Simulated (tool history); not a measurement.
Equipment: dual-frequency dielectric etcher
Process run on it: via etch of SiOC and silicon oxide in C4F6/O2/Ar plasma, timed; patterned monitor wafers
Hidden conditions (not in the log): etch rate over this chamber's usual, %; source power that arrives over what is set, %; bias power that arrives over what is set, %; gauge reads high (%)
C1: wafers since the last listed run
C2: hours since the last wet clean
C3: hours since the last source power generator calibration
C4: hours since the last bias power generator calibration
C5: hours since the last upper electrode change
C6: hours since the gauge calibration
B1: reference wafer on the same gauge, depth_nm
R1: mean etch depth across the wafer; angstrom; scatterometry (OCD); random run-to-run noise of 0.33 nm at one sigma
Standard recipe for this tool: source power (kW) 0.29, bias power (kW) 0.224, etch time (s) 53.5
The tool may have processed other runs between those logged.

run 1 hour=0 | source_power_(kW)=0.29 bias_power_(kW)=0.224 etch_time_(s)=53.5 | C1=0 C2=418.9 C3=761 C4=321.9 C5=4961.9 C6=1229.2 | B1=54.6 | R1=561
-- hour=152.3 wet clean of the chamber
run 2 hour=286.4 | source_power_(kW)=0.29 bias_power_(kW)=0.224 etch_time_(s)=53.5 | C1=3017 C2=134.1 C3=1047.4 C4=608.3 C5=5248.3 C6=1515.6 | B1=54.7 | R1=553
run 3 hour=362.2 | source_power_(kW)=0.29 bias_power_(kW)=0.224 etch_time_(s)=53.5 | C1=871 C2=209.9 C3=1123.2 C4=684.1 C5=5324.1 C6=1591.4 | B1=54.8 | R1=558
run 4 hour=446.1 | source_power_(kW)=0.29 bias_power_(kW)=0.224 etch_time_(s)=53.5 | C1=964 C2=293.8 C3=1207.1 C4=768 C5=5408 C6=1675.3 | B1=54.7 | R1=550
run 5 hour=539.9 | source_power_(kW)=0.29 bias_power_(kW)=0.224 etch_time_(s)=53.5 | C1=1078 C2=387.6 C3=1300.9 C4=861.8 C5=5501.8 C6=1769.1 | B1=54.7 | R1=558
run 6 hour=604.9 | source_power_(kW)=0.29 bias_power_(kW)=0.224 etch_time_(s)=53.5 | C1=747 C2=452.6 C3=1365.9 C4=926.8 C5=5566.8 C6=1834.1 | B1=54.7 | R1=552
run 7 hour=695.4 | source_power_(kW)=0.29 bias_power_(kW)=0.224 etch_time_(s)=53.5 | C1=1040 C2=543.1 C3=1456.4 C4=1017.3 C5=5657.3 C6=1924.6 | B1=54.7 | R1=557
-- hour=776.8 wet clean of the chamber
-- hour=846.3 upper electrode replaced
-- hour=853.6 gauge calibrated
run 8 hour=989 | source_power_(kW)=0.29 bias_power_(kW)=0.224 etch_time_(s)=53.5 | C1=2824 C2=212.2 C3=1750 C4=1310.9 C5=142.7 C6=135.4 | B1=54.8 | R1=558
run 9 hour=1085.3 | source_power_(kW)=0.24 bias_power_(kW)=0.224 etch_time_(s)=53.5 | C1=1107 C2=308.5 C3=1846.3 C4=1407.2 C5=239 C6=231.7 | B1=54.7 | R1=532
run 10 hour=1169 | source_power_(kW)=0.24 bias_power_(kW)=0.224 etch_time_(s)=53.5 | C1=962 C2=392.2 C3=1930 C4=1490.9 C5=322.7 C6=315.4 | B1=54.7 | R1=529
run 11 hour=1209.5 | source_power_(kW)=0.27 bias_power_(kW)=0.224 etch_time_(s)=53.5 | C1=465 C2=432.7 C3=1970.5 C4=1531.4 C5=363.2 C6=355.9 | B1=54.7 | R1=540
run 12 hour=1306.4 | source_power_(kW)=0.27 bias_power_(kW)=0.224 etch_time_(s)=53.5 | C1=1114 C2=529.6 C3=2067.4 C4=1628.3 C5=460.1 C6=452.8 | B1=54.6 | R1=549
-- hour=1385.6 wet clean of the chamber
run 13 hour=1386.1 | source_power_(kW)=0.29 bias_power_(kW)=0.224 etch_time_(s)=53.5 | C1=640 C2=0.5 C3=2147.1 C4=1708 C5=539.8 C6=532.5 | B1=54.6 | R1=559
run 14 hour=1484.8 | source_power_(kW)=0.29 bias_power_(kW)=0.202 etch_time_(s)=47.5 | C1=1134 C2=99.2 C3=2245.8 C4=1806.7 C5=638.5 C6=631.2 | B1=54.8 | R1=483
run 15 hour=1544.5 | source_power_(kW)=0.31 bias_power_(kW)=0.192 etch_time_(s)=67.5 | C1=686 C2=158.9 C3=2305.5 C4=1866.4 C5=698.2 C6=690.9 | B1=54.8 | R1=685
run 16 hour=1639.7 | source_power_(kW)=0.23 bias_power_(kW)=0.242 etch_time_(s)=37.5 | C1=1094 C2=254.1 C3=2400.7 C4=1961.6 C5=793.4 C6=786.1 | B1=54.7 | R1=370
run 17 hour=1737.1 | source_power_(kW)=0.29 bias_power_(kW)=0.253 etch_time_(s)=53.5 | C1=1120 C2=351.5 C3=2498.1 C4=2059 C5=890.8 C6=883.5 | B1=54.7 | R1=574
-- hour=1841.6 bias power generator calibrated
run 18 hour=1842.1 | source_power_(kW)=0.36 bias_power_(kW)=0.268 etch_time_(s)=64.5 | C1=1161 C2=456.5 C3=2603.1 C4=0.5 C5=995.8 C6=988.5 | B1=54.8 | R1=759
run 19 hour=1914.5 | source_power_(kW)=0.29 bias_power_(kW)=0.224 etch_time_(s)=41.5 | C1=832 C2=528.9 C3=2675.5 C4=72.9 C5=1068.2 C6=1060.9 | B1=54.7 | R1=436
-- hour=1931 source power generator calibrated
-- hour=1947.9 wet clean of the chamber
run 20 hour=2006.2 | source_power_(kW)=0.29 bias_power_(kW)=0.224 etch_time_(s)=53.5 | C1=814 C2=58.3 C3=75.2 C4=164.6 C5=1159.9 C6=1152.6 | B1=54.7 | R1=556
run 21 hour=2081.9 | source_power_(kW)=0.29 bias_power_(kW)=0.196 etch_time_(s)=48 | C1=870 C2=134 C3=150.9 C4=240.3 C5=1235.6 C6=1228.3 | B1=54.7 | R1=482
run 22 hour=2136.3 | source_power_(kW)=0.25 bias_power_(kW)=0.247 etch_time_(s)=40.5 | C1=625 C2=188.4 C3=205.3 C4=294.7 C5=1290 C6=1282.7 | B1=54.7 | R1=415
run 23 hour=2240.1 | source_power_(kW)=0.32 bias_power_(kW)=0.198 etch_time_(s)=53.5 | C1=1193 C2=292.2 C3=309.1 C4=398.5 C5=1393.8 C6=1386.5 | B1=54.8 | R1=552
run 24 hour=2338.8 | source_power_(kW)=0.29 bias_power_(kW)=0.224 etch_time_(s)=53.5 | C1=1134 C2=390.9 C3=407.8 C4=497.2 C5=1492.5 C6=1485.2 | B1=54.7 | R1=560
run 25 hour=2419.3 | source_power_(kW)=0.29 bias_power_(kW)=0.224 etch_time_(s)=53.5 | C1=925 C2=471.4 C3=488.3 C4=577.7 C5=1573 C6=1565.7 | B1=54.7 | R1=550
run 26 hour=2504.3 | source_power_(kW)=0.35 bias_power_(kW)=0.199 etch_time_(s)=66 | C1=977 C2=556.4 C3=573.3 C4=662.7 C5=1658 C6=1650.7 | B1=54.7 | R1=706
-- hour=2594.5 wet clean of the chamber
run 27 hour=2606.2 | source_power_(kW)=0.27 bias_power_(kW)=0.26 etch_time_(s)=67.5 | C1=895 C2=11.7 C3=675.2 C4=764.6 C5=1759.9 C6=1752.6 | B1=54.7 | R1=717

Below are 3 alternative next runs, each starting from the tool's condition after run 27. Predict each:
run A hour=2606.6 | source_power_(kW)=0.29 bias_power_(kW)=0.224 etch_time_(s)=65 | C1=4 C2=12.1 C3=675.6 C4=765 C5=1760.3 C6=1753 | B1=? | R1=?
run B hour=2606.6 | source_power_(kW)=0.26 bias_power_(kW)=0.224 etch_time_(s)=53.5 | C1=4 C2=12.1 C3=675.6 C4=765 C5=1760.3 C6=1753 | B1=? | R1=?
run C hour=2606.6 | source_power_(kW)=0.29 bias_power_(kW)=0.267 etch_time_(s)=53.5 | C1=4 C2=12.1 C3=675.6 C4=765 C5=1760.3 C6=1753 | B1=? | R1=?

run=A B1=54.7 R1=675
run=B B1=54.7 R1=537
run=C B1=54.7 R1=586
Without the tool's hidden state the same runs would have given:
run=A R1=675
run=B R1=537
run=C R1=586
